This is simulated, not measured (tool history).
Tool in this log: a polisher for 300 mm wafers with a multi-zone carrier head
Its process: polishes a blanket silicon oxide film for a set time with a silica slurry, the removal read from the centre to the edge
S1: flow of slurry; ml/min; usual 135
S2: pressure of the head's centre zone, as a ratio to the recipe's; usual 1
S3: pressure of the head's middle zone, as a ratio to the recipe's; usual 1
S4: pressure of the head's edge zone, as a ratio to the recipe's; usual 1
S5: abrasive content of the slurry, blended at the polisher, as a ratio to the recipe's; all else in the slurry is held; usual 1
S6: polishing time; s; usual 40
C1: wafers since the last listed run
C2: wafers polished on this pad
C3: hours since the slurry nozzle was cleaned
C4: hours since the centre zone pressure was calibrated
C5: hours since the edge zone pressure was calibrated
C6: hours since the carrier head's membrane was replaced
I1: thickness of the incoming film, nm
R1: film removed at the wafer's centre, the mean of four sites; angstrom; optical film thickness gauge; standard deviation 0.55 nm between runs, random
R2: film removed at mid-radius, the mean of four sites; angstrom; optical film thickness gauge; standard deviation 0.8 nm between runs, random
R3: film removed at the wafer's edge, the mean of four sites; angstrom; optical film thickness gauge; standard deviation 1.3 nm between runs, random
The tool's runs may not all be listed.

run 1 hour=0 | S1=120 S2=1 S3=1 S4=1 S5=0.8 S6=40 | C1=0 C2=1146 C3=522.2 C4=142.1 C5=136.7 C6=254 | I1=1694.4 | R1=796 R2=838 R3=805
run 2 hour=36.4 | S1=120 S2=1 S3=1 S4=1 S5=0.8 S6=40 | C1=550 C2=1697 C3=558.6 C4=178.5 C5=173.1 C6=290.4 | I1=1681.3 | R1=790 R2=820 R3=796
run 3 hour=70.6 | S1=135 S2=1 S3=1 S4=1 S5=1 S6=40 | C1=517 C2=2214 C3=592.8 C4=212.7 C5=207.3 C6=324.6 | I1=1677.3 | R1=914 R2=943 R3=933
run 4 hour=123.7 | S1=135 S2=1 S3=1 S4=1 S5=1 S6=40 | C1=803 C2=3018 C3=645.9 C4=265.8 C5=260.4 C6=377.7 | I1=1687 | R1=900 R2=931 R3=908
-- hour=135.1 slurry nozzle cleaned
run 5 hour=185.9 | S1=135 S2=1 S3=1 S4=0.91 S5=1 S6=40 | C1=926 C2=3944 C3=50.8 C4=328 C5=322.6 C6=439.9 | I1=1665.2 | R1=905 R2=934 R3=893
run 6 hour=245.3 | S1=155 S2=1 S3=1 S4=1 S5=1 S6=33 | C1=898 C2=4843 C3=110.2 C4=387.4 C5=382 C6=499.3 | I1=1695.2 | R1=767 R2=804 R3=786
run 7 hour=300.4 | S1=135 S2=1 S3=1 S4=1 S5=1 S6=40 | C1=833 C2=5677 C3=165.3 C4=442.5 C5=437.1 C6=554.4 | I1=1666.4 | R1=897 R2=926 R3=932
-- hour=358.3 worn pad replaced by a new one
run 8 hour=359 | S1=135 S2=1 S3=1 S4=1 S5=1 S6=30 | C1=826 C2=10 C3=223.9 C4=501.1 C5=495.7 C6=613 | I1=1660 | R1=673 R2=700 R3=692
-- hour=381.6 edge zone pressure recalibrated
-- hour=415.3 centre zone pressure recalibrated
run 9 hour=424.9 | S1=135 S2=1 S3=1 S4=1.11 S5=0.75 S6=45 | C1=936 C2=946 C3=289.8 C4=9.6 C5=43.3 C6=678.9 | I1=1655 | R1=902 R2=927 R3=941
run 10 hour=457.3 | S1=135 S2=1 S3=1 S4=1 S5=1 S6=40 | C1=490 C2=1437 C3=322.2 C4=42 C5=75.7 C6=711.3 | I1=1698.1 | R1=915 R2=935 R3=922
run 11 hour=499.6 | S1=135 S2=1 S3=1 S4=1.08 S5=1 S6=40 | C1=640 C2=2077 C3=364.5 C4=84.3 C5=118 C6=753.6 | I1=1679 | R1=902 R2=932 R3=933
run 12 hour=564.1 | S1=135 S2=1 S3=1 S4=1.07 S5=1 S6=40 | C1=976 C2=3053 C3=429 C4=148.8 C5=182.5 C6=818.1 | I1=1689.1 | R1=909 R2=936 R3=972
-- hour=620.2 carrier head's membrane replaced by a new one
run 13 hour=620.7 | S1=175 S2=0.97 S3=1 S4=1 S5=1.25 S6=40 | C1=780 C2=3834 C3=485.6 C4=205.4 C5=239.1 C6=0.5 | I1=1682.5 | R1=1033 R2=1076 R3=1067
run 14 hour=646.2 | S1=135 S2=1 S3=1 S4=1 S5=1 S6=40 | C1=385 C2=4220 C3=511.1 C4=230.9 C5=264.6 C6=26 | I1=1679.7 | R1=896 R2=927 R3=929
run 15 hour=692 | S1=135 S2=1.11 S3=1 S4=1.06 S5=1.2 S6=46 | C1=693 C2=4913 C3=556.9 C4=276.7 C5=310.4 C6=71.8 | I1=1672.6 | R1=1226 R2=1164 R3=1151

Forecast run 16:
-- hour=717.3 worn pad replaced by a new one
-- hour=733.6 slurry nozzle cleaned
run 16 hour=752.8 | S1=135 S2=1 S3=1 S4=1 S5=1.25 S6=40 | C1=844 C2=521 C3=19.2 C4=337.5 C5=371.2 C6=132.6 | I1=1660.3 | R1=? R2=? R3=?

{"run 16": {"R1": 980, "R2": 1036, "R3": 1031}}
Minus the tool's unlogged condition, the same run would have read R1 992 angstrom, R2 1036 angstrom, R3 1031 angstrom.

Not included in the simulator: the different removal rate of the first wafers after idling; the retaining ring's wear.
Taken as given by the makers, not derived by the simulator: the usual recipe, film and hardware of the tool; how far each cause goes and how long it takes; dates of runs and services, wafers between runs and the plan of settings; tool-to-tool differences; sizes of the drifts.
